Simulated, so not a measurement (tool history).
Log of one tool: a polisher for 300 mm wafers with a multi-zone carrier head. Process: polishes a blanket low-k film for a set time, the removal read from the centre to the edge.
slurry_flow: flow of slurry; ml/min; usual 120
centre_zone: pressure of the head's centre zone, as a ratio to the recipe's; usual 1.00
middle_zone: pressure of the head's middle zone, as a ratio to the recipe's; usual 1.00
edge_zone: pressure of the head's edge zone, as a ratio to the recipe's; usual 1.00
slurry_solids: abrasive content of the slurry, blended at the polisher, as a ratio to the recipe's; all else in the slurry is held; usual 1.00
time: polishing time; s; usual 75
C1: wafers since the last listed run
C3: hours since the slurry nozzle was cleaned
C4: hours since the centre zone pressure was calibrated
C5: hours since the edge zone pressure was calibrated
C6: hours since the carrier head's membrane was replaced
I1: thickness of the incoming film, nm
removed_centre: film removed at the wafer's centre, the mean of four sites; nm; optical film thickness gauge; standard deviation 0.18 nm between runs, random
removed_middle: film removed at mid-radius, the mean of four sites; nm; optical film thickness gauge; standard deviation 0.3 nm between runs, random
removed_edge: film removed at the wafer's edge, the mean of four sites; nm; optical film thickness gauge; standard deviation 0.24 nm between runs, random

Run 1, day 0.000: usual settings but edge_zone 1.03; C1 0; wafers polished on this pad 1492; C3 200.2; C4 157.7; C5 532.4; C6 756.6; I1 559.3. Result: removed_centre 25.3 nm, removed_middle 25.9 nm, removed_edge 26.7 nm.
Run 2, day 1.188: usual settings but slurry_flow 130 ml/min, centre_zone 0.97; C1 313; wafers polished on this pad 1805; C3 228.7; C4 186.2; C5 560.9; C6 785.1; I1 551.0. Result: removed_centre 25.2 nm, removed_middle 26.6 nm, removed_edge 27.1 nm.
At day 3.658: worn pad replaced by a new one.
Run 3, day 3.679: usual settings; C1 614; wafers polished on this pad 5; C3 288.5; C4 246.0; C5 620.7; C6 844.9; I1 553.5. Result: removed_centre 26.2 nm, removed_middle 26.4 nm, removed_edge 27.3 nm.
Run 4, day 5.975: usual settings; C1 606; wafers polished on this pad 612; C3 343.6; C4 301.1; C5 675.8; C6 900.0; I1 557.1. Result: removed_centre 25.8 nm, removed_middle 26.4 nm, removed_edge 27.3 nm.
Run 5, day 7.525: usual settings but centre_zone 1.06; C1 409; wafers polished on this pad 1021; C3 380.8; C4 338.3; C5 713.0; C6 937.2; I1 558.6. Result: removed_centre 26.4 nm, removed_middle 25.8 nm, removed_edge 26.8 nm.
Run 6, day 10.242: usual settings; C1 717; wafers polished on this pad 1739; C3 446.0; C4 403.5; C5 778.2; C6 1002.4; I1 558.7. Result: removed_centre 25.0 nm, removed_middle 25.8 nm, removed_edge 26.5 nm.
At day 11.125: worn pad replaced by a new one.
Run 7, day 11.942: usual settings; C1 404; wafers polished on this pad 215; C3 486.8; C4 444.3; C5 819.0; C6 1043.2; I1 562.8. Result: removed_centre 25.9 nm, removed_middle 26.4 nm, removed_edge 27.4 nm.
Run 8, day 13.650: usual settings; C1 451; wafers polished on this pad 666; C3 527.8; C4 485.3; C5 860.0; C6 1084.2; I1 549.3. Result: removed_centre 25.6 nm, removed_middle 26.0 nm, removed_edge 27.3 nm.
Run 9, day 15.662: usual settings but edge_zone 0.97, slurry_solids 0.90; C1 531; wafers polished on this pad 1198; C3 576.1; C4 533.6; C5 908.3; C6 1132.5; I1 567.8. Result: removed_centre 24.2 nm, removed_middle 25.5 nm, removed_edge 25.3 nm.
At day 15.983: centre zone pressure recalibrated.
At day 17.125: slurry nozzle cleaned.
Run 10, day 17.321: usual settings but time 82 s; C1 404; wafers polished on this pad 1603; C3 4.7; C4 32.1; C5 948.1; C6 1172.3; I1 557.3. Result: removed_centre 27.5 nm, removed_middle 27.9 nm, removed_edge 29.3 nm.
At day 19.271: worn pad replaced by a new one, of another model than before.
Run 11, day 19.392: usual settings but middle_zone 1.08, edge_zone 1.12; C1 502; wafers polished on this pad 32; C3 54.4; C4 81.8; C5 997.8; C6 1222.0; I1 558.8. Result: removed_centre 26.0 nm, removed_middle 29.0 nm, removed_edge 29.1 nm.
At day 21.400: edge zone pressure recalibrated.
Run 12, day 21.792: usual settings but edge_zone 0.89; C1 611; wafers polished on this pad 643; C3 112.0; C4 139.4; C5 9.4; C6 1279.6; I1 559.8. Result: removed_centre 26.0 nm, removed_middle 26.5 nm, removed_edge 25.8 nm.
Run 13, day 25.929: usual settings but slurry_solids 0.80, time 64 s; C1 1092; wafers polished on this pad 1736; C3 211.3; C4 238.7; C5 108.7; C6 1378.9; I1 558.4. Result: removed_centre 19.7 nm, removed_middle 20.0 nm, removed_edge 20.4 nm.
At day 26.467: worn pad replaced by a new one.
At day 27.562: carrier head's membrane replaced by a new one.
Run 14, day 28.667: usual settings; C1 623; wafers polished on this pad 526; C3 277.0; C4 304.4; C5 174.4; C6 26.5; I1 551.0. Result: removed_centre 25.6 nm, removed_middle 26.3 nm, removed_edge 27.6 nm.
Run 15, day 30.125: usual settings but slurry_flow 150 ml/min, middle_zone 1.04; C1 385; wafers polished on this pad 911; C3 312.0; C4 339.4; C5 209.4; C6 61.5; I1 561.4. Result: removed_centre 27.8 nm, removed_middle 28.8 nm, removed_edge 28.6 nm.
Run 16, day 32.367: usual settings but slurry_solids 1.20; C1 592; wafers polished on this pad 1503; C3 365.8; C4 393.2; C5 263.2; C6 115.3; I1 565.3. Result: removed_centre 27.5 nm, removed_middle 27.9 nm, removed_edge 29.2 nm.
Run 17, day 34.579: usual settings but centre_zone 1.11; C1 584; wafers polished on this pad 2088; C3 418.9; C4 446.3; C5 316.3; C6 168.4; I1 559.5. Result: removed_centre 27.0 nm, removed_middle 25.8 nm, removed_edge 26.7 nm.
At day 35.696: worn pad replaced by a new one.
At day 36.321: centre zone pressure recalibrated.
Run 18, day 37.242: usual settings but slurry_solids 0.85; C1 637; wafers polished on this pad 385; C3 482.8; C4 22.1; C5 380.2; C6 232.3; I1 553.3. Result: removed_centre 24.0 nm, removed_middle 24.2 nm, removed_edge 25.3 nm.
Run 19, day 38.379: usual settings; C1 300; wafers polished on this pad 686; C3 510.1; C4 49.4; C5 407.5; C6 259.6; I1 551.2. Result: removed_centre 25.6 nm, removed_middle 26.0 nm, removed_edge 27.1 nm.
At day 39.896: slurry nozzle cleaned.
Run 20, day 41.029: usual settings; C1 688; wafers polished on this pad 1375; C3 27.2; C4 113.0; C5 471.1; C6 323.2; I1 561.5. Result: removed_centre 25.5 nm, removed_middle 25.4 nm, removed_edge 27.1 nm.

Below, each run's measurement less what the same run would have read without the hidden state. Both values contain the same run-to-run variation, but the gauge's scatter may not be the same in both:
What the log doesn't record here: removal rate lost through wear of the pad, %; slurry flow missing at the pad, %; deviation of the centre zone's pressure from its setpoint, %; deviation of the edge zone's pressure from its setpoint, %.
run  removed_centre  removed_middle  removed_edge
  1            -0.7            -0.8          -0.8
  2            -0.9            -1.0          -1.0
  3            -0.1            +0.0          +0.0
  4            -0.3            -0.3          -0.3
  5            -0.5            -0.5          -0.6
  6            -0.8            -0.9          -0.8
  7            -0.1            -0.1          -0.1
  8            -0.4            -0.3          -0.3
  9            -0.6            -0.6          -0.5
 10            -0.8            -0.8          -0.9
 11            +0.0            -0.1          -0.1
 12            -0.3            -0.3          -0.4
 13            -0.6            -0.7          -0.7
 14            -0.2            -0.3          -0.3
 15            -0.5            -0.5          -0.5
 16            -0.8            -0.8          -0.8
 17            -1.0            -1.0          -1.0
 18            -0.3            -0.3          -0.3
 19            -0.4            -0.4          -0.5
 20            -0.7            -0.8          -0.9

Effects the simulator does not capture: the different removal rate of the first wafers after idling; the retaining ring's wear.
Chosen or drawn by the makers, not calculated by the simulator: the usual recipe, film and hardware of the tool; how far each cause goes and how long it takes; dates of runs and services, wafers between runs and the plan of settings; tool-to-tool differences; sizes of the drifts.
